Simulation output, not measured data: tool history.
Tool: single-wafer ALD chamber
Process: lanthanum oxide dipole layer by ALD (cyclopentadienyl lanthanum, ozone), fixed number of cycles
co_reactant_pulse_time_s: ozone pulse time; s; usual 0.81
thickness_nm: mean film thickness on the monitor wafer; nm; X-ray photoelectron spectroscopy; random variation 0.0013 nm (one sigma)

| run | hour | co_reactant_pulse_time_s | wafers since the last listed run | hours since the last thermocouple change | hours since the last ozone generator service | hours since the showerhead was replaced | hours since the gauge calibration | read-back reference wafer on the same gauge, thickness_nm | thickness_nm |
|---|---|---|---|---|---|---|---|---|---|
| 1 | 0 | 0.73 | 0 | 2160.1 | 848 | 5436 | 809.2 | 0.426 | 0.462 |
|  | 112.9 | gauge calibrated |
| 2 | 203 | 0.73 | 4090 | 2363.1 | 1051 | 5639 | 90.1 | 0.426 | 0.456 |
| 3 | 300.5 | 0.7 | 1964 | 2460.6 | 1148.5 | 5736.5 | 187.6 | 0.426 | 0.441 |
| 4 | 373.3 | 0.7 | 1466 | 2533.4 | 1221.3 | 5809.3 | 260.4 | 0.426 | 0.439 |
|  | 409.6 | showerhead replaced |
| 5 | 423.9 | 0.81 | 858 | 2584 | 1271.9 | 14.3 | 311 | 0.426 | 0.482 |
| 6 | 464.7 | 0.81 | 822 | 2624.8 | 1312.7 | 55.1 | 351.8 | 0.426 | 0.483 |
| 7 | 521.3 | 0.81 | 1140 | 2681.4 | 1369.3 | 111.7 | 408.4 | 0.426 | 0.48 |
|  | 535.5 | thermocouple changed; heater temperature recalibrated |
| 8 | 597.9 | 0.81 | 1382 | 62.4 | 1445.9 | 188.3 | 485 | 0.426 | 0.477 |
| 9 | 649.4 | 0.81 | 1037 | 113.9 | 1497.4 | 239.8 | 536.5 | 0.426 | 0.48 |
| 10 | 732.2 | 0.93 | 1668 | 196.7 | 1580.2 | 322.6 | 619.3 | 0.426 | 0.512 |
| 11 | 804.5 | 0.6 | 1456 | 269 | 1652.5 | 394.9 | 691.6 | 0.426 | 0.382 |
|  | 848.8 | ozone generator serviced |
| 12 | 861.5 | 0.51 | 987 | 326 | 12.7 | 451.9 | 748.6 | 0.426 | 0.348 |
| 13 | 897.8 | 0.73 | 731 | 362.3 | 49 | 488.2 | 784.9 | 0.426 | 0.465 |
| 14 | 1003.8 | 0.52 | 2135 | 468.3 | 155 | 594.2 | 890.9 | 0.426 | 0.354 |
| 15 | 1042.3 | 1.11 | 775 | 506.8 | 193.5 | 632.7 | 929.4 | 0.426 | 0.561 |
|  | 1049.6 | gauge calibrated |
| 16 | 1112.9 | 0.61 | 1422 | 577.4 | 264.1 | 703.3 | 63.3 | 0.426 | 0.409 |
| 17 | 1189.8 | 0.81 | 1549 | 654.3 | 341 | 780.2 | 140.2 | 0.426 | 0.493 |
| 18 | 1253.1 | 0.69 | 1275 | 717.6 | 404.3 | 843.5 | 203.5 | 0.426 | 0.449 |
| 19 | 1318 | 0.81 | 1307 | 782.5 | 469.2 | 908.4 | 268.4 | 0.426 | 0.492 |

Hidden state or all else? Some run-to-run changes of thickness_nm, split into what the settings, what came in and random variation would give without the hidden state, and what is left for the hidden state (with any gauge scatter that isn't in both results):
The hidden state here: wafer temperature above the value expected at the setpoint (K); ozone dose above that of a generator just serviced (%); gauge reads high (%).
Run 11 -> 12: co_reactant_pulse_time_s 0.6 -> 0.51, ozone generator serviced. thickness_nm -0.034 nm: hidden state +0.022, all else -0.056.
Run 14 -> 15: co_reactant_pulse_time_s 0.52 -> 1.11. thickness_nm +0.207 nm: hidden state -0.001, all else +0.208.

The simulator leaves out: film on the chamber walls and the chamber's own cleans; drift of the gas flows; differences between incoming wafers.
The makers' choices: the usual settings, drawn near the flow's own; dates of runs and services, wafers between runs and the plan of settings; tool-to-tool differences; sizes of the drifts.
